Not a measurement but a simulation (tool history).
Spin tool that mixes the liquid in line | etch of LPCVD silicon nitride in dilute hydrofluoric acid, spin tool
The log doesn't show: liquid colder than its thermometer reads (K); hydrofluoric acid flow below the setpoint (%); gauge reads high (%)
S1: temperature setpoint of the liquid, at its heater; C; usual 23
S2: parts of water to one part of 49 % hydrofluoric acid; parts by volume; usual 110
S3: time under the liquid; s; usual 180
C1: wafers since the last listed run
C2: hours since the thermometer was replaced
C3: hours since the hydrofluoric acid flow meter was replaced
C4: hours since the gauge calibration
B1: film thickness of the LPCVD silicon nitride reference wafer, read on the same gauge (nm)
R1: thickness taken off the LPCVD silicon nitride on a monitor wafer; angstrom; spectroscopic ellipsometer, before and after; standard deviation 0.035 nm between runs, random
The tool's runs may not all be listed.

run	hour	S1	S2	S3	C1	C2	C3	C4	B1	R1
1	0	23	110	180	0	782.2	250	2700.1	110.002	8.18
2	49.9	23	110	180	283	832.1	299.9	2750	110.01	7.99
3	101.3	23	110	180	291	883.5	351.3	2801.4	109.974	8.35
4	163.2	23	140	180	351	945.4	413.2	2863.3	110.006	6.2
5	193.5	23	110	180	171	975.7	443.5	2893.6	110.01	8.14
6	230.8	23	110	180	211	1013	480.8	2930.9	110.001	8.16
7	258.1	23	110	180	154	1040.3	508.1	2958.2	110	8.14
8	324.5	23	110	180	376	1106.7	574.5	3024.6	110.002	8.59
9	388.2	23	110	180	361	1170.4	638.2	3088.3	109.98	8.55
# hour 408.1: hydrofluoric acid flow meter replaced
# hour 421.6: thermometer replaced
10	432.1	23	110	180	237	10.5	24	3132.2	110.014	7.69
# hour 432.7: gauge calibrated
11	486.8	23	110	250	310	65.2	78.7	54.1	110.003	11.32
12	545.3	27.5	110	115	331	123.7	137.2	112.6	109.988	7.22
13	715.3	25	110	140	964	293.7	307.2	282.6	110.006	7.7
14	769.2	23	110	180	305	347.6	361.1	336.5	110.014	8.33
15	803.2	23	110	180	192	381.6	395.1	370.5	110.018	7.98
16	866.5	23	145	180	359	444.9	458.4	433.8	110.022	6.41
17	1042.5	23	110	180	998	620.9	634.4	609.8	109.981	9.06
18	1083	23	155	285	229	661.4	674.9	650.3	110.004	9.12
# hour 1139.5: hydrofluoric acid flow meter replaced
19	1141.5	23	85	230	326	719.9	2	708.8	110.015	12.98
20	1204.2	23	85	210	355	782.6	64.7	771.5	110.003	13.23
21	1247.9	23	110	180	247	826.3	108.4	815.2	109.999	8.03
22	1309.9	23	110	180	351	888.3	170.4	877.2	109.997	7.62
23	1342.7	23	110	265	186	921.1	203.2	910	110.007	12.09
24	1403.1	21	150	130	342	981.5	263.6	970.4	109.992	3.76
25	1471.2	23	110	180	386	1049.6	331.7	1038.5	110.001	8.74
26	1538.8	23	110	180	383	1117.2	399.3	1106.1	109.988	7.84
27	1564.8	20	110	80	147	1143.2	425.3	1132.1	110.006	3.01
28	1615.5	24.5	70	220	287	1193.9	476	1182.8	110.01	18.72
29	1640.3	23	145	180	140	1218.7	500.8	1207.6	110.004	6.02
30	1703.1	26.5	140	180	356	1281.5	563.6	1270.4	110.003	8.46
31	1732.3	23	85	95	165	1310.7	592.8	1299.6	109.997	5.52
# hour 1769.9: thermometer replaced
32	1776.9	23	75	145	247	7	637.4	1344.2	109.999	10.15
# hour 1817.6: hydrofluoric acid flow meter replaced
33	1843.5	27	60	180	372	73.6	25.9	1410.8	110.001	20.92

Hidden state at the last listed run before each entry between runs and at the first one after, where it differs:
From run 9 to run 10: hydrofluoric acid flow meter replaced (hour 408.1); thermometer replaced (hour 421.6)
  both runs share identical hidden conditions
From run 10 to run 11: gauge calibrated (hour 432.7)
  both runs share identical hidden conditions
From run 18 to run 19: hydrofluoric acid flow meter replaced (hour 1139.5)
  both runs share identical hidden conditions
From run 31 to run 32: thermometer replaced (hour 1769.9)
  both runs share identical hidden conditions
From run 32 to run 33: hydrofluoric acid flow meter replaced (hour 1817.6)
  both runs share identical hidden conditions
